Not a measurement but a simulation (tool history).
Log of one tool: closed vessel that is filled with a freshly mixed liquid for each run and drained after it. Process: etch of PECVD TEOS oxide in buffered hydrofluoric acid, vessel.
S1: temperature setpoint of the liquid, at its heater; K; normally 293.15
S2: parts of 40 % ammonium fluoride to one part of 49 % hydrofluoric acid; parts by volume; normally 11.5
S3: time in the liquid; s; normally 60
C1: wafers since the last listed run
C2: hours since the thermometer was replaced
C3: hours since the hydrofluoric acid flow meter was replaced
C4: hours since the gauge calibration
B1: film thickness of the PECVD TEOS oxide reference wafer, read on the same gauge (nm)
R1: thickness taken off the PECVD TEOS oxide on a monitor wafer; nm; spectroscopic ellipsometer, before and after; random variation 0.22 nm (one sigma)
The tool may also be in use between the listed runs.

run   hour      S1    S2  S3    C1      C2      C3     C4     B1     R1
  1      0  293.15  11.5  60     0    2158  2575.2  112.1  39.97  76.34
  2   20.3  293.15  11.5  60  2840  2178.3  2595.5  132.4  39.97  76.21
  3   55.3  293.15  11.5  60  4897  2213.3  2630.5  167.4  39.97  76.43
  4   69.4  293.15  11.5  60  1973  2227.4  2644.6  181.5  40.01  76.79
  5   89.7  293.15  11.5  60  2840  2247.7  2664.9  201.8     40  77.11
  6    106  293.15  11.5  60  2281    2264  2681.2  218.1  40.01  77.31
  7  124.3  293.15  11.5  60  2560  2282.3  2699.5  236.4  39.99  78.08
  8  158.6  293.15  11.5  60  4799  2316.6  2733.8  270.7  40.01  77.62
     164.6  -- hydrofluoric acid flow meter replaced
  9  194.1  293.15  12.5  65  4827  2352.1    29.5  306.2     40  68.85
 10  214.4  296.15  11.5  30  2840  2372.4    49.8  326.5  40.02  40.84
 11    236  293.15  11.5  60  3022    2394    71.4  348.1  40.01  69.98
       246  -- thermometer replaced
 12  261.2  295.65  11.5  30  3386    15.2    96.6  373.3  39.97  35.66
 13  275.2  296.15  11.5  60  1959    29.2   110.6  387.3  40.01  73.56
 14  293.4  293.15  11.5  60  2546    47.4   128.8  405.5  39.96  62.74
     295.6  -- gauge calibrated
 15  309.8  290.15    16  30  2295    63.8   145.2   14.2     40  19.04
 16  341.9  293.15  15.5  75  4492    95.9   177.3   46.3  39.97  58.36
 17  356.2  297.15  14.5  40  2001   110.2   191.6   60.6  39.96  41.74
 18  371.3  293.15     9  35  2113   125.3   206.7   75.7  40.06  44.85
 19  402.1  293.15  11.5  60  4310   156.1   237.5  106.5  39.96  62.75

3 options for the next run, each taken on its own from the tool as it stands now. Forecast them:
  A  402.8  290.15  11.5  60  97  156.8  238.2  107.2   ?   ?
  B  402.8  297.15     7  60  97  156.8  238.2  107.2   ?   ?
  C  402.8  293.15  11.5  30  97  156.8  238.2  107.2   ?   ?

run     B1      R1
  A  39.99   53.19
  B  39.99  125.94
  C  39.99    31.5
The same runs, with their run-to-run variation unchanged, on a tool lacking any hidden condition would have given:
run     R1
  A  51.19
  B  121.6
  C  30.33
